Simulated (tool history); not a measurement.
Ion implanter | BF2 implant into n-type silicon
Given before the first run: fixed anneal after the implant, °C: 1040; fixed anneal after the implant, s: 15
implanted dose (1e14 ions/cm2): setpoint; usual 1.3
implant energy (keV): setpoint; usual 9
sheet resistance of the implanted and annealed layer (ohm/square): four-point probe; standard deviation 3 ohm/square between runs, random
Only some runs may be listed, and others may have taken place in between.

run    hour  implanted dose (1e14 ions/cm2)  implant energy (keV)  wafers since the last listed run  hours since the last dose calibration  hours since the extraction supply was calibrated  hours since the gauge calibration  read-back reference wafer on the same gauge, sheet resistance  sheet resistance of the implanted and annealed layer (ohm/square)
  1       0                             1.3                     9                                 0                                  414.1                                            1336.5                              651.8                                                         938.98                                                             938.96
  2   103.9                             1.3                     9                              2308                                    518                                            1440.4                              755.7                                                         938.59                                                             940.31
      126.3  -- gauge calibrated
  3     152                             1.3                     9                              1068                                  566.1                                            1488.5                               25.7                                                         938.89                                                             938.67
  4   239.2                             1.3                    11                              1937                                  653.3                                            1575.7                              112.9                                                         939.09                                                             911.35
  5   287.6                             1.3                    11                              1075                                  701.7                                            1624.1                              161.3                                                         938.62                                                              920.2
  6   368.3                             1.3                     9                              1793                                  782.4                                            1704.8                                242                                                         938.78                                                             936.88
      402.1  -- Faraday cup replaced and dose calibrated
  7   631.8                             1.3                     9                              5677                                  229.7                                            1968.3                              505.5                                                         939.36                                                             912.03
      714.5  -- Faraday cup replaced and dose calibrated, repeated, since the last time left the tool worse
  8   716.2                             1.3                     9                              1697                                    1.7                                            2052.7                              589.9                                                         939.15                                                             956.72
  9   806.3                             1.3                     9                              2002                                   91.8                                            2142.8                                680                                                         938.25                                                             955.43
 10   881.5                            1.03                  11.5                              1671                                    167                                              2218                              755.2                                                         939.02                                                            1133.83
      927.1  -- gauge calibrated
 11   960.9                            1.41                     8                              1764                                  246.4                                            2297.4                               33.8                                                         938.83                                                              896.7
 12  1027.4                             1.3                     9                              1477                                  312.9                                            2363.9                              100.3                                                         938.76                                                             945.07
 13  1100.4                            1.58                   6.5                              1622                                  385.9                                            2436.9                              173.3                                                         939.22                                                             828.67
 14  1196.4                            1.01                  11.5                              2133                                  481.9                                            2532.9                              269.3                                                         939.24                                                            1148.41
     1230.7  -- extraction supply calibrated
     1481.1  -- Faraday cup replaced and dose calibrated
 15  1498.3                            1.57                    10                              6353                                   17.2                                             267.6                              571.2                                                         939.23                                                             796.82
 16  1545.8                            1.59                     8                              1055                                   64.7                                             315.1                              618.7                                                          938.7                                                             808.68

Forecast each of these 3 alternatives for the next run:
  A  1546.2                            0.96                     9                                 8                                   65.1                                             315.5                              619.1                                                              ?                                                                  ?
  B  1546.2                             1.3                  10.5                                 8                                   65.1                                             315.5                              619.1                                                              ?                                                                  ?
  C  1546.2                            1.09                     9                                 8                                   65.1                                             315.5                              619.1                                                              ?                                                                  ?

run  read-back reference wafer on the same gauge, sheet resistance  sheet resistance of the implanted and annealed layer (ohm/square)
  A                                                         939.49                                                            1244.26
  B                                                         939.49                                                             935.52
  C                                                         939.49                                                            1114.94
Without the tool's hidden state the same runs would have given:
run  sheet resistance of the implanted and annealed layer (ohm/square)
  A                                                            1245.43
  B                                                             936.43
  C                                                            1116.02
